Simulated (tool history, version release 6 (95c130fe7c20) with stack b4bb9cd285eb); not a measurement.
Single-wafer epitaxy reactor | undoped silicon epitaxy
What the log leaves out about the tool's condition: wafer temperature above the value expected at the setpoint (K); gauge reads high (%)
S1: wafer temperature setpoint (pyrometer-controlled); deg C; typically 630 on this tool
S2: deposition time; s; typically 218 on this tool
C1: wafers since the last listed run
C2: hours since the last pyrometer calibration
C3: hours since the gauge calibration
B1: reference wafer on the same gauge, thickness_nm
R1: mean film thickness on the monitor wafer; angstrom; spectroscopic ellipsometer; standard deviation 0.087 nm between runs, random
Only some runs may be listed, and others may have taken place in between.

run 1 day=0.000 | S1=633 S2=218 | C1=0 C2=805.1 C3=1550.2 | B1=27.302 | R1=283.12
run 2 day=2.292 | S1=630 S2=229 | C1=560 C2=860.1 C3=1605.2 | B1=27.291 | R1=277.76
run 3 day=5.004 | S1=630 S2=229 | C1=663 C2=925.2 C3=1670.3 | B1=27.278 | R1=276.44
run 4 day=7.329 | S1=630 S2=229 | C1=569 C2=981.0 C3=1726.1 | B1=27.263 | R1=278.28
run 5 day=9.896 | S1=630 S2=218 | C1=628 C2=1042.6 C3=1787.7 | B1=27.309 | R1=267.12
run 6 day=10.979 | S1=630 S2=251 | C1=265 C2=1068.6 C3=1813.7 | B1=27.314 | R1=305.41
run 7 day=13.458 | S1=630 S2=251 | C1=606 C2=1128.1 C3=1873.2 | B1=27.319 | R1=304.71
run 8 day=16.262 | S1=630 S2=218 | C1=686 C2=1195.4 C3=1940.5 | B1=27.328 | R1=265.17
run 9 day=19.192 | S1=630 S2=218 | C1=716 C2=1265.7 C3=2010.8 | B1=27.323 | R1=266.67
run 10 day=21.992 | S1=630 S2=218 | C1=685 C2=1332.9 C3=2078.0 | B1=27.283 | R1=266.30
-- day=22.417 gauge calibrated
run 11 day=23.058 | S1=630 S2=236 | C1=261 C2=1358.5 C3=15.4 | B1=27.301 | R1=287.49
run 12 day=24.133 | S1=630 S2=218 | C1=263 C2=1384.3 C3=41.2 | B1=27.314 | R1=266.44
run 13 day=26.858 | S1=630 S2=218 | C1=666 C2=1449.7 C3=106.6 | B1=27.303 | R1=267.79
run 14 day=28.496 | S1=630 S2=218 | C1=400 C2=1489.0 C3=145.9 | B1=27.291 | R1=264.92
run 15 day=30.492 | S1=630 S2=218 | C1=488 C2=1536.9 C3=193.8 | B1=27.287 | R1=266.62
run 16 day=32.562 | S1=630 S2=218 | C1=506 C2=1586.6 C3=243.5 | B1=27.282 | R1=265.62
run 17 day=35.342 | S1=616 S2=201 | C1=680 C2=1653.3 C3=310.2 | B1=27.303 | R1=173.78
run 18 day=37.521 | S1=638 S2=188 | C1=533 C2=1705.6 C3=362.5 | B1=27.306 | R1=277.93
run 19 day=39.388 | S1=637 S2=230 | C1=456 C2=1750.4 C3=407.3 | B1=27.300 | R1=331.80
-- day=40.158 pyrometer calibrated
run 20 day=41.233 | S1=643 S2=240 | C1=370 C2=25.8 C3=451.6 | B1=27.293 | R1=360.18
run 21 day=43.925 | S1=619 S2=218 | C1=658 C2=90.4 C3=516.2 | B1=27.313 | R1=181.51

The next listed run, before its measurement:
run 22 day=45.617 | S1=630 S2=229 | C1=414 C2=131.0 C3=556.8 | B1=? | R1=?

{"run 22": {"B1": 27.283, "R1": 250.87}}
If the tool had no hidden condition, the same run with the same run-to-run variation would have returned R1 267.12 angstrom.
